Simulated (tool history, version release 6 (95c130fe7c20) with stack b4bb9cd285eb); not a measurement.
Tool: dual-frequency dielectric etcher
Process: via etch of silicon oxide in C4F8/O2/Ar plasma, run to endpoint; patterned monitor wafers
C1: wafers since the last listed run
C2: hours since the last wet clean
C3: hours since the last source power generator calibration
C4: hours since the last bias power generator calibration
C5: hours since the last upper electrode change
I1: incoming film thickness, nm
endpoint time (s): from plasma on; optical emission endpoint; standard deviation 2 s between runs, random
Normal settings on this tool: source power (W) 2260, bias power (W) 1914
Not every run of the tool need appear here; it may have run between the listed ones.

Run 1, hour 0: usual settings but source power (W) 2480; C1 0; C2 366.2; C3 2969.4; C4 3315.5; C5 1660.4; I1 1383.4. Result: endpoint time (s) 262.4.
Run 2, hour 52.5: usual settings but source power (W) 2480; C1 364; C2 418.7; C3 3021.9; C4 3368; C5 1712.9; I1 1397.4. Result: endpoint time (s) 260.9.
Run 3, hour 155.3: usual settings; C1 714; C2 521.5; C3 3124.7; C4 3470.8; C5 1815.7; I1 1406.3. Result: endpoint time (s) 272.8.
Run 4, hour 227.7: usual settings; C1 503; C2 593.9; C3 3197.1; C4 3543.2; C5 1888.1; I1 1416.5. Result: endpoint time (s) 272.7.
Run 5, hour 265.5: usual settings; C1 262; C2 631.7; C3 3234.9; C4 3581; C5 1925.9; I1 1407. Result: endpoint time (s) 270.2.
Run 6, hour 303: usual settings; C1 260; C2 669.2; C3 3272.4; C4 3618.5; C5 1963.4; I1 1388.8. Result: endpoint time (s) 267.1.
At hour 338.5: wet clean of the chamber.
At hour 394.1: source power generator calibrated.
Run 7, hour 394.5: usual settings; C1 441; C2 56; C3 0.4; C4 3710; C5 2054.9; I1 1388.8. Result: endpoint time (s) 268.1.
Run 8, hour 483.6: usual settings; C1 619; C2 145.1; C3 89.5; C4 3799.1; C5 2144; I1 1381.8. Result: endpoint time (s) 267.4.
Run 9, hour 557.5: usual settings; C1 513; C2 219; C3 163.4; C4 3873; C5 2217.9; I1 1418. Result: endpoint time (s) 271.8.
Run 10, hour 650.9: usual settings; C1 649; C2 312.4; C3 256.8; C4 3966.4; C5 2311.3; I1 1395.8. Result: endpoint time (s) 271.3.
Run 11, hour 710.6: usual settings; C1 414; C2 372.1; C3 316.5; C4 4026.1; C5 2371; I1 1393.4. Result: endpoint time (s) 271.8.
Run 12, hour 919.4: usual settings but bias power (W) 2031; C1 1450; C2 580.9; C3 525.3; C4 4234.9; C5 2579.8; I1 1405.8. Result: endpoint time (s) 268.5.
At hour 996: wet clean of the chamber.
Run 13, hour 1014.5: usual settings but source power (W) 1900, bias power (W) 2220; C1 494; C2 18.5; C3 620.4; C4 4330; C5 2674.9; I1 1403.9. Result: endpoint time (s) 273.2.
At hour 1061.2: bias power generator calibrated.
Run 14, hour 1061.7: usual settings but bias power (W) 1536; C1 300; C2 65.7; C3 667.6; C4 0.5; C5 2722.1; I1 1399.9. Result: endpoint time (s) 282.4.
Run 15, hour 1125.4: usual settings but source power (W) 2520, bias power (W) 1459; C1 442; C2 129.4; C3 731.3; C4 64.2; C5 2785.8; I1 1392.9. Result: endpoint time (s) 279.4.
Run 16, hour 1162.2: usual settings but source power (W) 1840, bias power (W) 2234; C1 255; C2 166.2; C3 768.1; C4 101; C5 2822.6; I1 1395.4. Result: endpoint time (s) 274.2.
Run 17, hour 1220.3: usual settings but source power (W) 2000, bias power (W) 1493; C1 403; C2 224.3; C3 826.2; C4 159.1; C5 2880.7; I1 1400.7. Result: endpoint time (s) 297.2.
Run 18, hour 1302: usual settings but source power (W) 1960, bias power (W) 1660; C1 567; C2 306; C3 907.9; C4 240.8; C5 2962.4; I1 1400.7. Result: endpoint time (s) 288.5.
Run 19, hour 1365.2: usual settings; C1 439; C2 369.2; C3 971.1; C4 304; C5 3025.6; I1 1405.7. Result: endpoint time (s) 272.8.
Run 20, hour 1410.8: usual settings but source power (W) 1820, bias power (W) 1745; C1 316; C2 414.8; C3 1016.7; C4 349.6; C5 3071.2; I1 1407.7. Result: endpoint time (s) 292.5.
At hour 1442: upper electrode replaced.
Run 21, hour 1491.9: usual settings but source power (W) 2120, bias power (W) 1617; C1 396; C2 495.9; C3 1097.8; C4 430.7; C5 49.9; I1 1405.9. Result: endpoint time (s) 282.2.
Run 22, hour 1563.8: usual settings; C1 499; C2 567.8; C3 1169.7; C4 502.6; C5 121.8; I1 1397.7. Result: endpoint time (s) 267.2.
At hour 1678.1: wet clean of the chamber.
Run 23, hour 1678.6: usual settings; C1 630; C2 0.5; C3 1284.5; C4 617.4; C5 236.6; I1 1409.5. Result: endpoint time (s) 274.5.
Run 24, hour 1784.4: usual settings but source power (W) 2760, bias power (W) 2345; C1 735; C2 106.3; C3 1390.3; C4 723.2; C5 342.4; I1 1383.7. Result: endpoint time (s) 240.6.
Run 25, hour 1823.5: usual settings but bias power (W) 2208; C1 271; C2 145.4; C3 1429.4; C4 762.3; C5 381.5; I1 1401.1. Result: endpoint time (s) 257.5.
Run 26, hour 1909.4: usual settings but source power (W) 2470, bias power (W) 1560; C1 596; C2 231.3; C3 1515.3; C4 848.2; C5 467.4; I1 1394.6. Result: endpoint time (s) 273.1.
Run 27, hour 1972.5: usual settings; C1 438; C2 294.4; C3 1578.4; C4 911.3; C5 530.5; I1 1401.2. Result: endpoint time (s) 269.4.
Run 28, hour 2059.1: usual settings; C1 601; C2 381; C3 1665; C4 997.9; C5 617.1; I1 1397.2. Result: endpoint time (s) 269.1.
Run 29, hour 2139.1: usual settings but source power (W) 2400, bias power (W) 1669; C1 555; C2 461; C3 1745; C4 1077.9; C5 697.1; I1 1395.9. Result: endpoint time (s) 269.5.
Run 30, hour 2245.5: usual settings; C1 739; C2 567.4; C3 1851.4; C4 1184.3; C5 803.5; I1 1394.2. Result: endpoint time (s) 269.
At hour 2319.1: wet clean of the chamber.
Run 31, hour 2319.6: usual settings but source power (W) 2500, bias power (W) 1639; C1 348; C2 0.5; C3 1925.5; C4 1258.4; C5 877.6; I1 1395.3. Result: endpoint time (s) 267.3.
Run 32, hour 2401.7: usual settings but source power (W) 2700, bias power (W) 1455; C1 570; C2 82.6; C3 2007.6; C4 1340.5; C5 959.7; I1 1404.6. Result: endpoint time (s) 271.9.
Run 33, hour 2464.1: usual settings but source power (W) 1740, bias power (W) 1546; C1 433; C2 145; C3 2070; C4 1402.9; C5 1022.1; I1 1401.8. Result: endpoint time (s) 302.
Run 34, hour 2553.4: usual settings; C1 620; C2 234.3; C3 2159.3; C4 1492.2; C5 1111.4; I1 1423. Result: endpoint time (s) 271.8.

Consider 5 possible next runs. They are alternatives, not a sequence: every one starts from the tool as it was left by run 34. What does each give?
Run A, hour 2553.9: usual settings; C1 3; C2 234.8; C3 2159.8; C4 1492.7; C5 1111.9; I1 1408.4. Result: endpoint time (s) ?.
Run B, hour 2553.9: usual settings but source power (W) 2560, bias power (W) 1629; C1 3; C2 234.8; C3 2159.8; C4 1492.7; C5 1111.9; I1 1408.4. Result: endpoint time (s) ?.
Run C, hour 2553.9: usual settings but bias power (W) 2074; C1 3; C2 234.8; C3 2159.8; C4 1492.7; C5 1111.9; I1 1408.4. Result: endpoint time (s) ?.
Run D, hour 2553.9: usual settings but source power (W) 1980, bias power (W) 2246; C1 3; C2 234.8; C3 2159.8; C4 1492.7; C5 1111.9; I1 1408.4. Result: endpoint time (s) ?.
Run E, hour 2553.9: usual settings but source power (W) 2710, bias power (W) 1598; C1 3; C2 234.8; C3 2159.8; C4 1492.7; C5 1111.9; I1 1408.4. Result: endpoint time (s) ?.

run  endpoint time (s)
  A              272.4
  B              273.1
  C              267.3
  D              271.2
  E              269.9
With no hidden state in the tool, these same runs would have given:
run  endpoint time (s)
  A              272.4
  B              273.1
  C              267.3
  D              271.2
  E              269.9
